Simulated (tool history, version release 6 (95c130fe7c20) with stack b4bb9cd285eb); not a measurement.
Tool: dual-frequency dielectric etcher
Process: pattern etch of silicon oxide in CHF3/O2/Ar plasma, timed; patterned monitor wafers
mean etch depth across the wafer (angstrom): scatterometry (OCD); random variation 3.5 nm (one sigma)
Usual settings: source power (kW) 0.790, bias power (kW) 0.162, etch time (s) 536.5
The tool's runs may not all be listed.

| run | hour | source power (kW) | bias power (kW) | etch time (s) | wafers since the last listed run | hours since the last wet clean | hours since the last source power generator calibration | hours since the last bias power generator calibration | hours since the last upper electrode change | hours since the gauge calibration | read-back reference wafer on the same gauge, depth_nm | mean etch depth across the wafer (angstrom) |
|---|---|---|---|---|---|---|---|---|---|---|---|---|
| 1 | 0.0 | 0.790 | 0.141 | 592.0 | 0 | 230.5 | 2942.6 | 4053.0 | 3299.6 | 409.7 | 978.5 | 12136 |
| 2 | 14.6 | 0.790 | 0.141 | 592.0 | 65 | 245.1 | 2957.2 | 4067.6 | 3314.2 | 424.3 | 982.0 | 12089 |
| 3 | 35.8 | 0.790 | 0.141 | 592.0 | 94 | 266.3 | 2978.4 | 4088.8 | 3335.4 | 445.5 | 980.7 | 12128 |
| 4 | 57.4 | 0.790 | 0.162 | 536.5 | 96 | 287.9 | 3000.0 | 4110.4 | 3357.0 | 467.1 | 979.2 | 11303 |
| 5 | 74.6 | 0.790 | 0.131 | 536.5 | 76 | 305.1 | 3017.2 | 4127.6 | 3374.2 | 484.3 | 979.4 | 10856 |
| 6 | 103.1 | 0.790 | 0.162 | 536.5 | 127 | 333.6 | 3045.7 | 4156.1 | 3402.7 | 512.8 | 979.6 | 11281 |
| 7 | 136.1 | 0.790 | 0.162 | 536.5 | 147 | 366.6 | 3078.7 | 4189.1 | 3435.7 | 545.8 | 979.6 | 11318 |
| 8 | 156.0 | 0.940 | 0.162 | 536.5 | 88 | 386.5 | 3098.6 | 4209.0 | 3455.6 | 565.7 | 979.1 | 12170 |
| 9 | 179.2 | 0.790 | 0.162 | 536.5 | 103 | 409.7 | 3121.8 | 4232.2 | 3478.8 | 588.9 | 980.9 | 11227 |
| 10 | 204.0 | 0.790 | 0.162 | 536.5 | 110 | 434.5 | 3146.6 | 4257.0 | 3503.6 | 613.7 | 979.8 | 11317 |
| 11 | 222.8 | 0.900 | 0.162 | 443.5 | 83 | 453.3 | 3165.4 | 4275.8 | 3522.4 | 632.5 | 979.2 | 9903 |
| 12 | 240.6 | 0.790 | 0.162 | 536.5 | 79 | 471.1 | 3183.2 | 4293.6 | 3540.2 | 650.3 | 980.4 | 11291 |
|  | 286.6 | upper electrode replaced |
| 13 | 287.1 | 0.790 | 0.162 | 536.5 | 100 | 517.6 | 3229.7 | 4340.1 | 0.5 | 696.8 | 979.9 | 11279 |
| 14 | 308.2 | 0.790 | 0.162 | 536.5 | 94 | 538.7 | 3250.8 | 4361.2 | 21.6 | 717.9 | 980.8 | 11313 |
|  | 343.9 | wet clean of the chamber |
| 15 | 344.4 | 0.910 | 0.162 | 470.5 | 54 | 0.5 | 3287.0 | 4397.4 | 57.8 | 754.1 | 979.3 | 10594 |
| 16 | 354.9 | 0.790 | 0.187 | 536.5 | 46 | 11.0 | 3297.5 | 4407.9 | 68.3 | 764.6 | 982.0 | 11691 |
| 17 | 377.7 | 0.890 | 0.185 | 536.5 | 101 | 33.8 | 3320.3 | 4430.7 | 91.1 | 787.4 | 980.0 | 12240 |
|  | 392.3 | source power generator calibrated |
| 18 | 409.6 | 0.870 | 0.162 | 662.0 | 124 | 65.7 | 17.3 | 4462.6 | 123.0 | 819.3 | 978.8 | 14564 |
|  | 415.2 | bias power generator calibrated |
|  | 480.2 | gauge calibrated |
| 19 | 494.8 | 0.650 | 0.162 | 425.0 | 362 | 150.9 | 102.5 | 79.6 | 208.2 | 14.6 | 980.0 | 8243 |
| 20 | 513.2 | 0.790 | 0.162 | 536.5 | 82 | 169.3 | 120.9 | 98.0 | 226.6 | 33.0 | 981.0 | 11329 |
| 21 | 532.9 | 0.790 | 0.162 | 536.5 | 87 | 189.0 | 140.6 | 117.7 | 246.3 | 52.7 | 980.3 | 11369 |
| 22 | 557.3 | 0.950 | 0.197 | 652.5 | 108 | 213.4 | 165.0 | 142.1 | 270.7 | 77.1 | 979.6 | 15565 |
| 23 | 649.7 | 0.920 | 0.137 | 536.5 | 412 | 305.8 | 257.4 | 234.5 | 363.1 | 169.5 | 978.0 | 11674 |
| 24 | 684.5 | 0.880 | 0.162 | 536.5 | 155 | 340.6 | 292.2 | 269.3 | 397.9 | 204.3 | 979.8 | 11836 |
| 25 | 703.5 | 0.790 | 0.162 | 536.5 | 84 | 359.6 | 311.2 | 288.3 | 416.9 | 223.3 | 979.2 | 11258 |
| 26 | 719.9 | 0.860 | 0.123 | 536.5 | 73 | 376.0 | 327.6 | 304.7 | 433.3 | 239.7 | 979.9 | 11154 |
| 27 | 750.2 | 0.970 | 0.162 | 536.5 | 135 | 406.3 | 357.9 | 335.0 | 463.6 | 270.0 | 980.9 | 12406 |
| 28 | 762.8 | 0.860 | 0.139 | 536.5 | 56 | 418.9 | 370.5 | 347.6 | 476.2 | 282.6 | 979.5 | 11394 |

4 ways to go on from here, each from the tool as it stands after run 28. What would each give?
| A | 763.4 | 0.790 | 0.126 | 536.5 | 2 | 419.5 | 371.1 | 348.2 | 476.8 | 283.2 | ? | ? |
| B | 763.4 | 0.860 | 0.173 | 394.0 | 2 | 419.5 | 371.1 | 348.2 | 476.8 | 283.2 | ? | ? |
| C | 763.4 | 0.790 | 0.139 | 536.5 | 2 | 419.5 | 371.1 | 348.2 | 476.8 | 283.2 | ? | ? |
| D | 763.4 | 0.930 | 0.184 | 536.5 | 2 | 419.5 | 371.1 | 348.2 | 476.8 | 283.2 | ? | ? |

| run | read-back reference wafer on the same gauge, depth_nm | mean etch depth across the wafer (angstrom) |
|---|---|---|
| A | 979.9 | 10751 |
| B | 979.9 | 8716 |
| C | 979.9 | 10947 |
| D | 979.9 | 12440 |
Without the tool's hidden state the same runs would have given:
| run | mean etch depth across the wafer (angstrom) |
|---|---|
| A | 10751 |
| B | 8716 |
| C | 10947 |
| D | 12440 |
